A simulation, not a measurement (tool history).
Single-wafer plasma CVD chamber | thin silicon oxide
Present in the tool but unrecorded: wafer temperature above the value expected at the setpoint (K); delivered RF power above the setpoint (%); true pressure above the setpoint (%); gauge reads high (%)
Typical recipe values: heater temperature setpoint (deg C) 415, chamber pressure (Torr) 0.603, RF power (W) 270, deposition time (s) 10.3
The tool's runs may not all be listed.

| run | hour | heater temperature setpoint (deg C) | chamber pressure (Torr) | RF power (W) | deposition time (s) | wafers since the last listed run | hours since the last thermocouple change | hours since the last RF generator calibration | hours since the last manometer calibration | hours since the showerhead was replaced | hours since the gauge calibration | read-back reference wafer on the same gauge, thickness_nm | mean film thickness on the monitor wafer (Å) |
|---|---|---|---|---|---|---|---|---|---|---|---|---|---|
| 1 | 0 | 425 | 0.603 | 270 | 10.3 | 0 | 864.4 | 1881.6 | 2409.7 | 5496.2 | 115.9 | 14.424 | 141.93 |
| 2 | 56.4 | 425 | 0.603 | 270 | 10.3 | 883 | 920.8 | 1938 | 2466.1 | 5552.6 | 172.3 | 14.421 | 141.86 |
| 3 | 133.3 | 425 | 0.603 | 270 | 10.3 | 1205 | 997.7 | 2014.9 | 2543 | 5629.5 | 249.2 | 14.414 | 141.12 |
| 4 | 210.4 | 415 | 0.553 | 270 | 10.3 | 1208 | 1074.8 | 2092 | 2620.1 | 5706.6 | 326.3 | 14.377 | 129.48 |
| 5 | 264.3 | 415 | 0.553 | 270 | 10.3 | 844 | 1128.7 | 2145.9 | 2674 | 5760.5 | 380.2 | 14.398 | 130.13 |
| 6 | 336.5 | 415 | 0.553 | 270 | 10.3 | 1131 | 1200.9 | 2218.1 | 2746.2 | 5832.7 | 452.4 | 14.403 | 129.99 |
| 7 | 395.8 | 415 | 0.603 | 250 | 8.7 | 929 | 1260.2 | 2277.4 | 2805.5 | 5892 | 511.7 | 14.399 | 114.67 |
|  | 475.2 | RF generator calibrated |
| 8 | 501.3 | 415 | 0.603 | 250 | 8.7 | 1527 | 1365.7 | 26.1 | 2911 | 5997.5 | 617.2 | 14.401 | 114.97 |
| 9 | 574 | 428 | 0.603 | 270 | 10.3 | 1139 | 1438.4 | 98.8 | 2983.7 | 6070.2 | 689.9 | 14.381 | 141.32 |
|  | 679.6 | capacitance manometer re-zeroed and calibrated |
| 10 | 680.6 | 415 | 0.603 | 270 | 11.4 | 1545 | 1545 | 205.4 | 1 | 6176.8 | 796.5 | 14.376 | 157.26 |
|  | 709.1 | showerhead replaced |
|  | 741 | gauge calibrated |
|  | 748.8 | thermocouple changed; heater temperature recalibrated |
| 11 | 750.3 | 402 | 0.556 | 225 | 12.2 | 841 | 1.5 | 275.1 | 70.7 | 41.2 | 9.3 | 14.395 | 140.34 |
| 12 | 795.9 | 415 | 0.494 | 270 | 10.3 | 714 | 47.1 | 320.7 | 116.3 | 86.8 | 54.9 | 14.391 | 116.88 |
| 13 | 992 | 415 | 0.603 | 270 | 10.3 | 3072 | 243.2 | 516.8 | 312.4 | 282.9 | 251 | 14.381 | 141.02 |
| 14 | 1029.5 | 415 | 0.487 | 270 | 10.3 | 587 | 280.7 | 554.3 | 349.9 | 320.4 | 288.5 | 14.411 | 116.29 |
| 15 | 1072.6 | 406 | 0.681 | 310 | 11.7 | 675 | 323.8 | 597.4 | 393 | 363.5 | 331.6 | 14.39 | 194.34 |
| 16 | 1121.8 | 415 | 0.603 | 270 | 10.3 | 770 | 373 | 646.6 | 442.2 | 412.7 | 380.8 | 14.381 | 141.52 |

State the hidden condition of the tool at each of the runs:
wafer temperature above the value expected at the setpoint (K): 0 across all the runs
delivered RF power above the setpoint (%): 0 across all the runs
true pressure above the setpoint (%): 0 across all the runs
gauge reads high (%): 0 across all the runs
